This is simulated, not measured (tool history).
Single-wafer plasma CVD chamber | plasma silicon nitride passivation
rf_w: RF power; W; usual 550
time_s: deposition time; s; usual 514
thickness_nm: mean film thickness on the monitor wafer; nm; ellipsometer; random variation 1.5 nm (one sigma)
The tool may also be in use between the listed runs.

run	hour	rf_w	time_s	read-back reference wafer on the same gauge, thickness_nm	thickness_nm
1	0.0	550	514	677.966	749.942
2	54.7	550	514	677.946	751.214
3	95.2	550	514	677.966	746.331
4	126.3	635	514	677.935	780.611
5	178.4	635	514	677.874	781.749
6	205.6	550	435	677.855	635.696
7	262.6	550	435	678.041	633.453
8	325.8	550	435	678.060	636.277
9	380.7	465	458	678.274	635.942
10	436.2	465	458	678.042	638.312
11	467.5	465	458	678.147	636.684
# hour 512.5: RF generator calibrated
12	522.7	550	589	677.962	858.492
13	579.3	550	462	677.970	675.289
14	640.2	550	462	678.426	675.241
15	705.2	550	420	677.950	615.909
# hour 716.2: gauge calibrated
16	755.2	600	418	677.871	627.386
17	801.0	645	542	678.161	828.930
18	846.8	580	563	677.861	833.336
19	893.7	655	514	678.011	785.850
# hour 945.9: showerhead replaced
20	964.7	550	514	678.221	748.927
21	1032.3	620	548	678.095	828.149
22	1059.6	550	607	678.134	882.697
23	1131.1	600	437	677.822	653.002
24	1181.6	440	477	677.845	656.671
25	1215.1	550	514	677.692	750.266
26	1270.3	550	453	677.869	660.854
27	1338.2	550	514	678.071	749.713
28	1380.3	610	541	678.046	813.903
29	1422.6	470	483	678.201	673.682

What the log doesn't show, run by run:
delivered RF power above the setpoint (%): 0 in every run
gauge reads high (%): 0 in every run
